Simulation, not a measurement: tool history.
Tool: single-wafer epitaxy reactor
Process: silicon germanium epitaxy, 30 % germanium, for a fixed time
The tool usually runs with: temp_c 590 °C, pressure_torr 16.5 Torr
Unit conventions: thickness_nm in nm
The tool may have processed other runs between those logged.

run	day	temp_c	pressure_torr	wafers since the last listed run	hours since the last pyrometer calibration	hours since the last manometer calibration	hours since the showerhead was replaced	hours since the gauge calibration	read-back reference wafer on the same gauge, thickness_nm	thickness_nm
1	0.000	599	16.5	0	2195.3	978.7	3530.1	9.9	37.395	52.606
2	1.338	599	16.5	599	2227.4	1010.8	3562.2	42.0	37.433	52.566
3	1.917	590	16.5	259	2241.3	1024.7	3576.1	55.9	37.420	45.296
4	2.425	598	16.5	228	2253.5	1036.9	3588.3	68.1	37.410	52.079
5	2.979	598	16.5	248	2266.8	1050.2	3601.6	81.4	37.366	51.577
# day 3.888: showerhead replaced
6	3.908	590	16.5	267	2289.1	1072.5	0.5	103.7	37.388	45.710
7	4.250	590	16.5	153	2297.3	1080.7	8.7	111.9	37.389	45.526
8	4.575	600	16.5	145	2305.1	1088.5	16.5	119.7	37.418	53.817
9	4.842	600	16.5	119	2311.5	1094.9	22.9	126.1	37.406	53.801
# day 5.733: capacitance manometer re-zeroed and calibrated
10	5.754	590	16.5	259	2333.4	0.5	44.8	148.0	37.408	46.341
11	5.821	586	16.5	29	2335.0	2.1	46.4	149.6	37.348	42.960
12	6.142	586	16.5	143	2342.7	9.8	54.1	157.3	37.381	42.966
13	8.025	586	16.5	844	2387.9	55.0	99.3	202.5	37.368	42.983
14	8.554	590	16.5	237	2400.6	67.7	112.0	215.2	37.377	46.193
15	8.888	577	13.9	149	2408.6	75.7	120.0	223.2	37.398	33.691
16	9.329	601	13.8	198	2419.2	86.3	130.6	233.8	37.365	49.710
17	9.725	590	19.7	177	2428.7	95.8	140.1	243.3	37.422	50.081
18	10.300	598	13.9	257	2442.5	109.6	153.9	257.1	37.394	48.066
19	11.017	586	16.5	321	2459.7	126.8	171.1	274.3	37.412	43.344
20	13.025	590	16.5	900	2507.9	175.0	219.3	322.5	37.367	46.043
21	13.417	583	20.6	175	2517.3	184.4	228.7	331.9	37.392	45.945
# day 14.204: pyrometer calibrated
22	14.225	590	16.5	213	0.5	203.8	248.1	351.3	37.400	42.193
23	14.383	590	16.5	71	4.3	207.6	251.9	355.1	37.403	41.729
24	14.954	590	16.5	256	18.0	221.3	265.6	368.8	37.414	42.384
25	15.662	597	16.5	317	35.0	238.3	282.6	385.8	37.386	47.148
26	16.129	590	20.6	209	46.2	249.5	293.8	397.0	37.394	46.832
# day 16.908: gauge calibrated
27	17.683	590	13.5	697	83.5	286.8	331.1	18.6	37.356	37.986
28	18.825	605	17.8	512	110.9	314.2	358.5	46.0	37.393	56.457
29	19.358	580	15.4	239	123.7	327.0	371.3	58.8	37.383	34.477
30	20.079	602	14.3	323	141.0	344.3	388.6	76.1	37.384	48.015

Predict the results of run 31:
31	20.758	590	20.5	304	157.3	360.6	404.9	92.4	?	?

read-back reference wafer on the same gauge, thickness_nm: 37.376
thickness_nm: 46.899 nm
With the hidden condition absent and the run-to-run variation left alone, this run would have shown thickness_nm 46.479 nm.
